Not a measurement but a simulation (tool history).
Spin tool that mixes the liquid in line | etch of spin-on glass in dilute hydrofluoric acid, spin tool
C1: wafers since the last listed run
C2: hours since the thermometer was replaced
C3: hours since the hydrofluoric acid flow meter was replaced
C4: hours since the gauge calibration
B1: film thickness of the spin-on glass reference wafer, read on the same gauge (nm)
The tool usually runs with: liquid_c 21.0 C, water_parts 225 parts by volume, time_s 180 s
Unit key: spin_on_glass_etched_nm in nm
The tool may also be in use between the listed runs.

run 1 hour=0.0 | liquid_c=21.0 water_parts=225 time_s=180 | C1=0 C2=1322.2 C3=1443.1 C4=1326.4 | B1=120.00 | spin_on_glass_etched_nm=16.04
run 2 hour=179.3 | liquid_c=21.0 water_parts=225 time_s=180 | C1=1271 C2=1501.5 C3=1622.4 C4=1505.7 | B1=120.01 | spin_on_glass_etched_nm=15.87
run 3 hour=215.9 | liquid_c=21.0 water_parts=225 time_s=180 | C1=259 C2=1538.1 C3=1659.0 C4=1542.3 | B1=119.99 | spin_on_glass_etched_nm=15.70
run 4 hour=278.4 | liquid_c=21.0 water_parts=225 time_s=180 | C1=443 C2=1600.6 C3=1721.5 C4=1604.8 | B1=120.01 | spin_on_glass_etched_nm=15.79
run 5 hour=310.0 | liquid_c=21.0 water_parts=225 time_s=180 | C1=224 C2=1632.2 C3=1753.1 C4=1636.4 | B1=120.00 | spin_on_glass_etched_nm=15.63
run 6 hour=382.0 | liquid_c=21.0 water_parts=225 time_s=180 | C1=510 C2=1704.2 C3=1825.1 C4=1708.4 | B1=119.99 | spin_on_glass_etched_nm=15.58
run 7 hour=422.9 | liquid_c=21.0 water_parts=225 time_s=125 | C1=289 C2=1745.1 C3=1866.0 C4=1749.3 | B1=120.00 | spin_on_glass_etched_nm=10.93
run 8 hour=472.1 | liquid_c=21.0 water_parts=265 time_s=180 | C1=348 C2=1794.3 C3=1915.2 C4=1798.5 | B1=119.99 | spin_on_glass_etched_nm=12.83
-- hour=478.6 thermometer replaced
run 9 hour=496.6 | liquid_c=21.0 water_parts=265 time_s=180 | C1=166 C2=18.0 C3=1939.7 C4=1823.0 | B1=120.00 | spin_on_glass_etched_nm=12.79
run 10 hour=538.7 | liquid_c=21.0 water_parts=265 time_s=180 | C1=298 C2=60.1 C3=1981.8 C4=1865.1 | B1=120.00 | spin_on_glass_etched_nm=12.81
run 11 hour=596.3 | liquid_c=21.0 water_parts=225 time_s=265 | C1=408 C2=117.7 C3=2039.4 C4=1922.7 | B1=119.98 | spin_on_glass_etched_nm=22.79
run 12 hour=640.3 | liquid_c=21.0 water_parts=225 time_s=265 | C1=311 C2=161.7 C3=2083.4 C4=1966.7 | B1=119.99 | spin_on_glass_etched_nm=22.75
-- hour=641.9 hydrofluoric acid flow meter replaced
run 13 hour=667.0 | liquid_c=19.0 water_parts=150 time_s=90 | C1=182 C2=188.4 C3=25.1 C4=1993.4 | B1=120.03 | spin_on_glass_etched_nm=11.36
run 14 hour=711.8 | liquid_c=17.0 water_parts=135 time_s=80 | C1=317 C2=233.2 C3=69.9 C4=2038.2 | B1=120.01 | spin_on_glass_etched_nm=10.58
run 15 hour=776.0 | liquid_c=21.0 water_parts=225 time_s=180 | C1=455 C2=297.4 C3=134.1 C4=2102.4 | B1=120.00 | spin_on_glass_etched_nm=15.02
-- hour=778.9 gauge calibrated
run 16 hour=810.7 | liquid_c=19.5 water_parts=225 time_s=180 | C1=245 C2=332.1 C3=168.8 C4=31.8 | B1=120.00 | spin_on_glass_etched_nm=14.25
run 17 hour=860.5 | liquid_c=17.0 water_parts=320 time_s=250 | C1=353 C2=381.9 C3=218.6 C4=81.6 | B1=119.98 | spin_on_glass_etched_nm=11.76
run 18 hour=901.3 | liquid_c=19.0 water_parts=140 time_s=180 | C1=289 C2=422.7 C3=259.4 C4=122.4 | B1=120.01 | spin_on_glass_etched_nm=24.78
run 19 hour=940.7 | liquid_c=21.0 water_parts=225 time_s=180 | C1=279 C2=462.1 C3=298.8 C4=161.8 | B1=119.97 | spin_on_glass_etched_nm=15.15
run 20 hour=1011.2 | liquid_c=25.0 water_parts=335 time_s=180 | C1=499 C2=532.6 C3=369.3 C4=232.3 | B1=120.00 | spin_on_glass_etched_nm=10.54
run 21 hour=1074.9 | liquid_c=21.0 water_parts=225 time_s=180 | C1=451 C2=596.3 C3=433.0 C4=296.0 | B1=120.03 | spin_on_glass_etched_nm=14.99
-- hour=1107.1 hydrofluoric acid flow meter replaced, repeated, since the last time left the tool worse
run 22 hour=1126.0 | liquid_c=17.0 water_parts=225 time_s=210 | C1=355 C2=647.4 C3=18.9 C4=347.1 | B1=120.00 | spin_on_glass_etched_nm=16.21
run 23 hour=1194.1 | liquid_c=21.0 water_parts=225 time_s=270 | C1=482 C2=715.5 C3=87.0 C4=415.2 | B1=119.99 | spin_on_glass_etched_nm=24.71
run 24 hour=1222.8 | liquid_c=21.0 water_parts=225 time_s=215 | C1=203 C2=744.2 C3=115.7 C4=443.9 | B1=120.02 | spin_on_glass_etched_nm=19.50
run 25 hour=1279.6 | liquid_c=21.0 water_parts=225 time_s=135 | C1=402 C2=801.0 C3=172.5 C4=500.7 | B1=120.00 | spin_on_glass_etched_nm=12.10
run 26 hour=1347.9 | liquid_c=17.5 water_parts=145 time_s=260 | C1=484 C2=869.3 C3=240.8 C4=569.0 | B1=119.98 | spin_on_glass_etched_nm=34.43
run 27 hour=1385.6 | liquid_c=21.0 water_parts=225 time_s=180 | C1=267 C2=907.0 C3=278.5 C4=606.7 | B1=120.01 | spin_on_glass_etched_nm=16.41
run 28 hour=1448.8 | liquid_c=25.0 water_parts=265 time_s=180 | C1=448 C2=970.2 C3=341.7 C4=669.9 | B1=120.01 | spin_on_glass_etched_nm=15.34
run 29 hour=1473.1 | liquid_c=21.0 water_parts=255 time_s=230 | C1=172 C2=994.5 C3=366.0 C4=694.2 | B1=120.01 | spin_on_glass_etched_nm=17.90
run 30 hour=1650.9 | liquid_c=21.0 water_parts=225 time_s=90 | C1=1260 C2=1172.3 C3=543.8 C4=872.0 | B1=120.00 | spin_on_glass_etched_nm=7.98
run 31 hour=1716.3 | liquid_c=23.0 water_parts=305 time_s=180 | C1=463 C2=1237.7 C3=609.2 C4=937.4 | B1=120.00 | spin_on_glass_etched_nm=11.79
run 32 hour=1781.9 | liquid_c=17.0 water_parts=225 time_s=235 | C1=465 C2=1303.3 C3=674.8 C4=1003.0 | B1=120.01 | spin_on_glass_etched_nm=17.94
run 33 hour=1841.0 | liquid_c=19.0 water_parts=185 time_s=180 | C1=418 C2=1362.4 C3=733.9 C4=1062.1 | B1=119.99 | spin_on_glass_etched_nm=18.94

Predict each of these 5 candidate next runs independently; none follows another, all start after run 33:
run A hour=1841.5 | liquid_c=21.0 water_parts=225 time_s=180 | C1=3 C2=1362.9 C3=734.4 C4=1062.6 | B1=? | spin_on_glass_etched_nm=?
run B hour=1841.5 | liquid_c=17.0 water_parts=330 time_s=95 | C1=3 C2=1362.9 C3=734.4 C4=1062.6 | B1=? | spin_on_glass_etched_nm=?
run C hour=1841.5 | liquid_c=21.0 water_parts=275 time_s=180 | C1=3 C2=1362.9 C3=734.4 C4=1062.6 | B1=? | spin_on_glass_etched_nm=?
run D hour=1841.5 | liquid_c=19.0 water_parts=225 time_s=275 | C1=3 C2=1362.9 C3=734.4 C4=1062.6 | B1=? | spin_on_glass_etched_nm=?
run E hour=1841.5 | liquid_c=21.0 water_parts=135 time_s=255 | C1=3 C2=1362.9 C3=734.4 C4=1062.6 | B1=? | spin_on_glass_etched_nm=?

run=A B1=119.99 spin_on_glass_etched_nm=16.13
run=B B1=119.99 spin_on_glass_etched_nm=4.55
run=C B1=119.99 spin_on_glass_etched_nm=12.57
run=D B1=119.99 spin_on_glass_etched_nm=22.83
run=E B1=119.99 spin_on_glass_etched_nm=41.82
The same runs, with their run-to-run variation unchanged, on a tool lacking any hidden condition would have given:
run=A spin_on_glass_etched_nm=16.46
run=B spin_on_glass_etched_nm=4.64
run=C spin_on_glass_etched_nm=12.84
run=D spin_on_glass_etched_nm=23.30
run=E spin_on_glass_etched_nm=42.63
